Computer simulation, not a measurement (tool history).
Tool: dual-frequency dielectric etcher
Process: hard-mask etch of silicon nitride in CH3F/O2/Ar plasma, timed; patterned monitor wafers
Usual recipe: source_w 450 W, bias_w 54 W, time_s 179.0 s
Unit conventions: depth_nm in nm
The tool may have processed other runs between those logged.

run	hour	source_w	bias_w	time_s	read-back reference wafer on the same gauge, depth_nm	depth_nm
1	0.0	450	54	179.0	129.0	110.4
2	28.5	530	54	179.0	129.0	114.6
3	97.5	450	54	179.0	129.0	109.9
4	141.0	450	54	179.0	129.0	110.3
5	180.5	450	54	179.0	129.0	109.8
6	229.2	450	60	179.0	129.0	114.5
7	284.2	450	54	179.0	129.0	109.8
# hour 358.6: wet clean of the chamber
8	359.1	450	54	179.0	129.0	110.6
9	392.1	450	54	179.0	129.0	110.2
# hour 405.1: bias power generator calibrated
# hour 406.5: gauge calibrated
# hour 438.6: upper electrode replaced
10	440.5	380	54	203.5	128.9	120.8
# hour 478.2: source power generator calibrated
11	507.6	450	60	179.0	129.0	116.6
12	546.3	450	54	179.0	129.0	111.2
13	571.3	360	54	218.0	129.0	129.0
14	615.0	450	54	148.5	129.0	92.0
15	665.7	510	49	179.0	129.0	109.4
16	725.0	450	63	179.0	129.0	118.2
17	785.4	400	42	194.5	129.0	104.8
18	836.6	450	41	179.0	129.0	98.1
# hour 866.8: wet clean of the chamber
19	895.0	450	54	128.0	129.0	79.6

Some steps in depth_nm, run to run, broken into two amounts with sign: the step expected even without the hidden condition (settings, incoming material, random variation), and the rest, left for the hidden condition together with whatever gauge scatter is not in both the measured and the hidden-condition-free result:
The tool's hidden condition here consists of: etch rate over this chamber's usual, %; source power that arrives over what is set, %; bias power that arrives over what is set, %; gauge reads high (%).
Run 10 -> 11: source_w 380 -> 450, bias_w 54 -> 60, time_s 203.5 -> 179.0, source power generator calibrated. depth_nm -4.2 nm: hidden state +1.4, all else -5.6.
Run 13 -> 14: source_w 360 -> 450, time_s 218.0 -> 148.5. depth_nm -37.0 nm: hidden state +0.1, all else -37.1.
